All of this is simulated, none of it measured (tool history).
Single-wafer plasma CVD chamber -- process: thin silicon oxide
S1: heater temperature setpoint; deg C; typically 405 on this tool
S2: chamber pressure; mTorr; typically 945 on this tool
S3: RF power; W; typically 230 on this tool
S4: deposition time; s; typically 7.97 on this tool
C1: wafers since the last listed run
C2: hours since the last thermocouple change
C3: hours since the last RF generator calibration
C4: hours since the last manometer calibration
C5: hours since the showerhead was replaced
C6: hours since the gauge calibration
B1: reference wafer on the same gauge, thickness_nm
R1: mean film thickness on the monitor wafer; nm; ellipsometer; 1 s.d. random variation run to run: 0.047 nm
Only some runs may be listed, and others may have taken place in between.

run	hour	S1	S2	S3	S4	C1	C2	C3	C4	C5	C6	B1	R1
1	0	413	945	230	7.97	0	1276.3	1619	783.2	2206.3	32.7	16.908	14.436
2	7.6	405	945	230	7.97	159	1283.9	1626.6	790.8	2213.9	40.3	16.906	14.438
3	16.9	399	945	230	8.83	194	1293.2	1635.9	800.1	2223.2	49.6	16.907	16.127
4	25.8	399	945	230	8.83	186	1302.1	1644.8	809	2232.1	58.5	16.896	15.955
5	40.7	399	945	230	8.83	311	1317	1659.7	823.9	2247	73.4	16.922	16.119
6	58	405	945	230	7.97	362	1334.3	1677	841.2	2264.3	90.7	16.892	14.376
7	73.6	405	945	230	7.97	326	1349.9	1692.6	856.8	2279.9	106.3	16.907	14.396
8	89.2	405	945	230	7.97	326	1365.5	1708.2	872.4	2295.5	121.9	16.895	14.321
9	123.4	405	945	230	7.97	716	1399.7	1742.4	906.6	2329.7	156.1	16.903	14.332
10	131.5	405	1005	230	7.97	169	1407.8	1750.5	914.7	2337.8	164.2	16.901	14.954
11	141.8	405	1005	230	7.97	215	1418.1	1760.8	925	2348.1	174.5	16.887	14.928
12	155.2	405	1005	230	7.97	280	1431.5	1774.2	938.4	2361.5	187.9	16.921	14.893
13	162.8	405	795	230	7.29	159	1439.1	1781.8	946	2369.1	195.5	16.891	11.337
# hour 183: capacitance manometer re-zeroed and calibrated
14	183.5	405	795	230	7.29	265	1459.8	1802.5	0.5	2389.8	216.2	16.895	12.172
15	193.7	405	795	230	7.29	213	1470	1812.7	10.7	2400	226.4	16.883	12.149
16	205.8	398	793	195	6.99	253	1482.1	1824.8	22.8	2412.1	238.5	16.893	9.999
# hour 217.9: RF generator calibrated
17	222.5	405	945	230	7.97	182	1498.8	4.6	39.5	2428.8	255.2	16.905	16.036
18	239.2	394	737	215	7.97	349	1515.5	21.3	56.2	2445.5	271.9	16.902	12.746
19	255.8	405	711	230	6.79	347	1532.1	37.9	72.8	2462.1	288.5	16.879	11.024
# hour 260.1: gauge calibrated
# hour 263.9: thermocouple changed; heater temperature recalibrated
20	264.4	411	1022	200	7.97	12	0.5	46.5	81.4	2470.7	4.3	16.897	14.982
# hour 278.2: showerhead replaced
21	278.7	411	730	230	7.97	131	14.8	60.8	95.7	0.5	18.6	16.899	13.116
22	283	395	1134	230	7.44	90	19.1	65.1	100	4.8	22.9	16.89	16.924
23	297.5	405	1104	230	7.97	303	33.6	79.6	114.5	19.3	37.4	16.888	17.698
24	310.3	396	1088	215	6.91	268	46.4	92.4	127.3	32.1	50.2	16.895	14.477
25	326.3	399	945	230	7.97	335	62.4	108.4	143.3	48.1	66.2	16.899	16.062
26	335.7	394	841	190	7.44	196	71.8	117.8	152.7	57.5	75.6	16.887	11.699
27	374.1	393	945	250	7.97	804	110.2	156.2	191.1	95.9	114	16.9	17.077
28	386.7	405	945	230	7.97	263	122.8	168.8	203.7	108.5	126.6	16.902	15.9
29	395.5	405	1108	215	7.97	184	131.6	177.6	212.5	117.3	135.4	16.89	16.677

Forecast each of these 3 alternatives for the next run:
A	395.9	409	945	230	7.97	8	132	178	212.9	117.7	135.8	?	?
B	395.9	420	1056	230	7.97	8	132	178	212.9	117.7	135.8	?	?
C	395.9	405	715	255	8.47	8	132	178	212.9	117.7	135.8	?	?

run	B1	R1
A	16.911	15.812
B	16.911	16.87
C	16.911	14.639
What these runs would have given with no unlogged condition in the tool:
run	R1
A	16.194
B	17.234
C	15.021
